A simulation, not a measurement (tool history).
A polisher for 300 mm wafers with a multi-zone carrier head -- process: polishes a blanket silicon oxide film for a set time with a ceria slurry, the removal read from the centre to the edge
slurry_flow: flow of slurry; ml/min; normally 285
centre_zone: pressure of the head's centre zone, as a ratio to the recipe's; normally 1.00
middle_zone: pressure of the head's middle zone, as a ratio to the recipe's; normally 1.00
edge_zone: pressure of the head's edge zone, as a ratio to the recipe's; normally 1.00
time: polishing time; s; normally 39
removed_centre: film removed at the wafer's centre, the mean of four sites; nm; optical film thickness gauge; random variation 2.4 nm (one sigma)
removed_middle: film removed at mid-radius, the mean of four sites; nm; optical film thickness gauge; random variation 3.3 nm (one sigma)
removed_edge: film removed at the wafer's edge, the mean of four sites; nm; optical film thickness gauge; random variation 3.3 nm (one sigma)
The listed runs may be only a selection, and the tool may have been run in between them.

run,day,slurry_flow,centre_zone,middle_zone,edge_zone,time,"incoming thickness of the incoming film, nm",removed_centre,removed_middle,removed_edge
1,0.000,325,1.00,1.00,1.00,39,1752.7,235.3,225.9,232.1
2,3.658,285,1.00,1.00,1.00,39,1736.7,227.3,226.2,228.2
3,5.504,285,1.00,1.00,1.00,39,1749.1,228.0,223.6,228.1
# day 9.379: worn pad replaced by a new one
4,9.700,285,1.00,1.00,1.00,39,1746.7,228.6,228.5,230.8
5,11.467,285,1.05,1.00,1.00,39,1750.3,234.7,227.1,228.9
# day 14.296: edge zone pressure recalibrated
6,14.929,285,1.00,1.00,1.00,39,1747.7,222.9,218.8,224.8
# day 20.342: carrier head's membrane replaced by a new one
# day 26.746: slurry nozzle cleaned
# day 27.142: centre zone pressure recalibrated
7,27.862,285,1.00,1.00,1.00,39,1735.7,233.4,233.4,232.4
# day 30.933: worn pad replaced by a new one
8,31.458,285,1.00,1.00,1.00,39,1766.9,231.3,228.2,234.6
# day 34.933: edge zone pressure recalibrated
9,35.896,285,1.00,1.00,1.00,39,1729.9,228.8,220.4,230.2
10,38.300,285,1.00,1.00,1.00,25,1763.1,145.5,144.0,148.3
11,42.658,345,0.91,1.06,1.00,39,1726.2,214.8,240.6,231.4
12,45.067,285,1.00,1.00,1.00,39,1742.4,226.1,224.7,225.0
13,48.046,325,0.97,0.93,1.00,39,1722.0,222.9,218.5,232.5
14,49.733,285,1.00,1.00,1.05,39,1721.5,222.8,222.5,230.8
# day 51.708: slurry nozzle cleaned
15,51.825,315,1.00,1.08,1.05,26,1750.1,156.7,164.0,161.9
# day 52.646: worn pad replaced by a new one, of another model than before
16,53.625,315,1.00,1.08,1.09,26,1749.2,156.5,167.4,163.2
17,55.521,285,0.92,1.00,1.00,39,1757.6,213.5,227.8,232.3
18,57.183,285,1.00,1.00,1.00,39,1744.6,229.5,228.2,237.7
# day 57.375: edge zone pressure recalibrated
19,61.404,230,1.00,1.00,1.04,43,1722.3,249.4,251.1,257.3
20,62.917,285,1.00,1.00,1.00,39,1728.1,230.8,228.2,226.1
# day 66.050: carrier head's membrane replaced by a new one
21,67.038,285,1.00,1.00,1.08,29,1747.2,168.1,162.8,175.9
# day 68.800: centre zone pressure recalibrated
22,70.533,205,1.00,0.94,1.04,45,1745.0,250.8,238.5,266.4

Run 23, settings as shown, results not yet in. Your forecast:
# day 70.788: worn pad replaced by a new one
# day 78.075: slurry nozzle cleaned
23,78.117,360,0.95,1.00,1.08,51,1748.0,?,?,?

{"run 23": {"removed_centre": 298.6, "removed_middle": 308.2, "removed_edge": 321.1}}
If the tool had no hidden condition, the same run with the same run-to-run variation would have returned removed_centre 299.0 nm, removed_middle 308.6 nm, removed_edge 321.4 nm.
